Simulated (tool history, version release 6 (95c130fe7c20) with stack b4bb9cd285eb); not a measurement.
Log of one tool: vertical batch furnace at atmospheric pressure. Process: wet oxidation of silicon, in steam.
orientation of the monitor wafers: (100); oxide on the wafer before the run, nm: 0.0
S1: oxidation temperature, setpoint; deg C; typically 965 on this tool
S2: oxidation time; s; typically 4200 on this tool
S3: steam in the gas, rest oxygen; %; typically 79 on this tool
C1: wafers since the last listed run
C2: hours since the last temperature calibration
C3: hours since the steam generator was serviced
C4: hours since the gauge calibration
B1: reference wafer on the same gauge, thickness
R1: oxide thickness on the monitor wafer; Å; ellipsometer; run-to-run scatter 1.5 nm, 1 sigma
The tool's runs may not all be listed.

run   hour   S1    S2  S3   C1      C2      C3     C4      B1      R1
  1      0  965  4200  79    0  4234.7  1437.3    116  265.79  2806.9
  2     30  965  4200  79  260  4264.7  1467.3    146  266.19    2800
  3     58  965  4200  79  242  4292.7  1495.3    174  266.39  2813.8
  4   76.3  956  5370  79  158    4311  1513.6  192.3  265.68  3093.8
  5  105.4  956  5370  79  252  4340.1  1542.7  221.4  266.09  3116.8
  6  137.9  956  5370  79  281  4372.6  1575.2  253.9  265.09  3119.5
     174.7  -- thermocouples replaced and temperature profile calibrated
  7  175.2  965  4200  79  115     0.5  1612.5  291.2  266.36  2796.6
  8  182.2  965  4200  79   60     7.5  1619.5  298.2  266.15  2804.4
  9  202.1  965  4200  79  172    27.4  1639.4  318.1  266.18  2805.6
 10  222.6  965  5610  79  177    47.9  1659.9  338.6  265.94  3472.9
 11  256.8  965  4200  79  296    82.1  1694.1  372.8  265.83  2777.1
 12  285.8  983  3300  71  251   111.1  1723.1  401.8  266.19  2522.5
 13  305.3  965  4200  89  169   130.6  1742.6  421.3  265.75    3067
     319.4  -- gauge calibrated
 14  322.3  978  2550  82  147   147.6  1759.6    2.9  266.37  2207.1
 15  347.6  951  2280  82  219   172.9  1784.9   28.2  265.62  1529.2
     377.9  -- steam generator serviced
 16  378.4  965  2460  79   58   203.7     0.5     59  265.58  1849.8
 17  385.6  954  4200  79   62   210.9     7.7   66.2  266.28  2554.8
 18  404.3  987  5670  71  162   229.6    26.4   84.9  266.04    3884
 19  433.8  965  4920  82  255   259.1    55.9  114.4  265.94  3241.1
 20  466.3  989  2100  79  281   291.6    88.4  146.9  265.24  2067.1
 21  488.3  965  4200  79  190   313.6   110.4  168.9  265.96  2796.2

Predict each of these 4 candidate next runs independently; none follows another, all start after run 21:
  A   493  965  6000  79  40  318.3  115.1  173.6   ?   ?
  B   493  965  5550  79  40  318.3  115.1  173.6   ?   ?
  C   493  950  3030  79  40  318.3  115.1  173.6   ?   ?
  D   493  981  6120  75  40  318.3  115.1  173.6   ?   ?

run      B1      R1
  A  266.08  3702.8
  B  266.08  3497.4
  C  266.08  1886.4
  D  266.08  4113.1
Had the tool no hidden state, the same runs would have come out as:
run      R1
  A  3702.8
  B  3497.4
  C  1886.4
  D  4113.1
